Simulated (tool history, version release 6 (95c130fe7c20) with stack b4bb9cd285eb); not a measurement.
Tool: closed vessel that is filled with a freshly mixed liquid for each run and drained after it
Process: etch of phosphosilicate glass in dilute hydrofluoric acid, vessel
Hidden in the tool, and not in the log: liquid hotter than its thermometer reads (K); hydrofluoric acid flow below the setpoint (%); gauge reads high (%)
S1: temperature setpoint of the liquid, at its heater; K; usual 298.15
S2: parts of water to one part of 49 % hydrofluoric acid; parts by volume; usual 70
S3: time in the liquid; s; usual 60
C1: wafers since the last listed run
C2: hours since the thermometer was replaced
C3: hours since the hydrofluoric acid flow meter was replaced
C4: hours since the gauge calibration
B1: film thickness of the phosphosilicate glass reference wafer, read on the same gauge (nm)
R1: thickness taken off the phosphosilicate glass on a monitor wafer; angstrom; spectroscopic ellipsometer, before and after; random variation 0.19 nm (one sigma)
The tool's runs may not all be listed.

run,hour,S1,S2,S3,C1,C2,C3,C4,B1,R1
1,0.0,298.15,70,60,0,2235.6,379.3,76.7,80.01,632.8
2,32.7,298.15,70,60,3183,2268.3,412.0,109.4,80.01,632.0
3,62.5,298.15,70,60,2901,2298.1,441.8,139.2,79.99,629.1
4,86.2,294.65,70,60,2307,2321.8,465.5,162.9,80.01,548.0
5,114.5,294.65,70,60,2755,2350.1,493.8,191.2,80.00,547.1
# hour 134.3: gauge calibrated
6,144.3,298.15,70,60,2901,2379.9,523.6,10.0,80.00,628.9
# hour 150.9: thermometer replaced
7,160.4,300.65,70,60,1470,9.5,539.7,26.1,80.01,636.8
8,187.9,300.65,70,60,2677,37.0,567.2,53.6,79.99,634.3
# hour 201.9: hydrofluoric acid flow meter replaced
9,208.6,300.65,70,60,1917,57.7,6.7,74.3,79.99,658.8
10,230.4,300.65,45,60,2122,79.5,28.5,96.1,80.00,1065.3
11,255.4,301.65,45,95,2433,104.5,53.5,121.1,80.01,1756.1
12,279.5,295.15,70,60,2346,128.6,77.6,145.2,79.98,528.9
13,296.3,294.65,70,60,1635,145.4,94.4,162.0,79.99,520.5
14,310.8,298.15,70,60,1411,159.9,108.9,176.5,80.00,596.6
15,340.3,301.65,90,35,2871,189.4,138.4,206.0,80.02,299.2
# hour 346.5: gauge calibrated
16,372.4,303.15,100,35,3125,221.5,170.5,25.9,80.01,281.7
17,404.1,301.15,60,60,3086,253.2,202.2,57.6,79.99,788.6
18,431.9,298.15,35,60,2706,281.0,230.0,85.4,80.00,1252.0

Forecast each of these 3 alternatives for the next run:
A,432.6,298.15,70,40,68,281.7,230.7,86.1,?,?
B,432.6,300.15,70,70,68,281.7,230.7,86.1,?,?
C,432.6,298.15,45,75,68,281.7,230.7,86.1,?,?

run,B1,R1
A,79.98,394.8
B,79.98,747.9
C,79.98,1192.6
Without the tool's hidden state the same runs would have given:
run,R1
A,400.6
B,759.2
C,1208.4
